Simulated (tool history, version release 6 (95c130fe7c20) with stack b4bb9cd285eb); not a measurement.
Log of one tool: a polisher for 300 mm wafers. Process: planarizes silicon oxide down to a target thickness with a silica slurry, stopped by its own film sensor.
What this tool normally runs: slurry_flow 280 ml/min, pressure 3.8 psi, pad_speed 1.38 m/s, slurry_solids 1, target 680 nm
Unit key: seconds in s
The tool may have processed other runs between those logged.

run,hour,slurry_flow,pressure,pad_speed,slurry_solids,target,wafers since the last listed run,wafers polished on this pad,hours since the slurry nozzle was cleaned,hours since the head pressure was calibrated,hours since the slurry blender was calibrated,hours since the conditioning disc was replaced,"incoming thickness of the incoming film, nm",seconds
1,0,280,3.8,1.38,1,680,0,53,466.9,53,218.3,133.3,1205.1,177.9
2,7.5,280,3,1.38,1,680,75,128,474.4,60.5,225.8,140.8,1219.9,233
3,17.9,280,3,1.38,1,680,104,232,484.8,70.9,236.2,151.2,1219.1,231.9
4,28.8,280,3,1.38,1,680,109,342,495.7,81.8,247.1,162.1,1234.5,248.7
5,39.5,335,3.8,1.38,1,680,107,449,506.4,92.5,257.8,172.8,1221.3,188.7
6,49,335,3.8,1.38,1,680,95,545,515.9,102,267.3,182.3,1230.3,198.9
7,57.5,280,3.8,1.38,1.1,680,85,630,524.4,110.5,275.8,190.8,1220.6,179.4
# hour 63.4: worn pad replaced by a new one
8,69.7,280,3.8,1.38,1.15,680,82,62,536.6,122.7,288,203,1223.9,196.8
9,82.7,280,3.8,1.38,1.15,680,130,193,549.6,135.7,301,216,1213.9,190.5
# hour 93.6: conditioning disc replaced and pad reconditioned
10,95.6,280,4.5,1.38,1,680,109,302,562.5,148.6,313.9,2,1233,191.9
# hour 109.4: slurry blender recalibrated
# hour 112: worn pad replaced by a new one, repeated, since the last time left the tool worse
# hour 113.3: slurry nozzle cleaned
11,113.8,280,4.5,1.38,1,680,126,7,0.5,166.8,4.4,20.2,1235.7,164.8
12,123.9,380,3.8,1.8,0.85,596,101,109,10.6,176.9,14.5,30.3,1213.3,193.4
13,135.5,280,3.3,1.56,0.7,823,116,225,22.2,188.5,26.1,41.9,1226.2,213.9
14,168.4,280,3.8,1.38,0.8,530,330,555,55.1,221.4,59,74.8,1232,319.4
# hour 177.9: worn pad replaced by a new one
15,193.3,280,4.9,1.06,1,680,209,154,80,246.3,83.9,99.7,1223.5,181.2
16,205.9,280,2.9,1.38,1.25,513,126,280,92.6,258.9,96.5,112.3,1216.4,271.3
17,212.9,280,3.8,1.68,1,680,70,350,99.6,265.9,103.5,119.3,1232.8,166.2
18,227.2,280,3.8,1.38,1.15,680,143,494,113.9,280.2,117.8,133.6,1232.2,177.1
19,233.8,280,3.8,1.38,1,680,66,560,120.5,286.8,124.4,140.2,1235.6,192.8
# hour 248.2: worn pad replaced by a new one
20,255.2,280,3.8,1.38,0.85,680,174,70,141.9,308.2,145.8,161.6,1227,220.7
# hour 264.2: head pressure recalibrated
21,269.1,280,3.8,1.38,1,680,119,189,155.8,4.9,159.7,175.5,1232.4,197.2
22,278.5,355,3.8,1.38,1,680,94,284,165.2,14.3,169.1,184.9,1237.2,190.2
23,287.5,280,3.8,1.8,1,680,90,374,174.2,23.3,178.1,193.9,1219.6,155.6
# hour 318.3: worn pad replaced by a new one
24,337.4,280,3.8,1.78,1,680,460,191,224.1,73.2,228,243.8,1231.6,156.7

Alternative continuations, all from the tool just after run 24; predict every row:
A,337.9,280,3.8,1.38,1,680,5,196,224.6,73.7,228.5,244.3,1242.8,?
B,337.9,205,3.8,1.56,1.3,592,5,196,224.6,73.7,228.5,244.3,1242.8,?
C,337.9,355,3.8,0.92,0.9,572,5,196,224.6,73.7,228.5,244.3,1242.8,?
D,337.9,280,5.1,1.38,1,680,5,196,224.6,73.7,228.5,244.3,1242.8,?
E,337.9,215,4.4,1.08,1,680,5,196,224.6,73.7,228.5,244.3,1242.8,?

run,seconds
A,194.6
B,176.8
C,345.3
D,146.2
E,209.5
The same runs, with their run-to-run variation unchanged, on a tool lacking any hidden condition would have given:
run,seconds
A,191.9
B,174.3
C,340.5
D,144.2
E,206.6
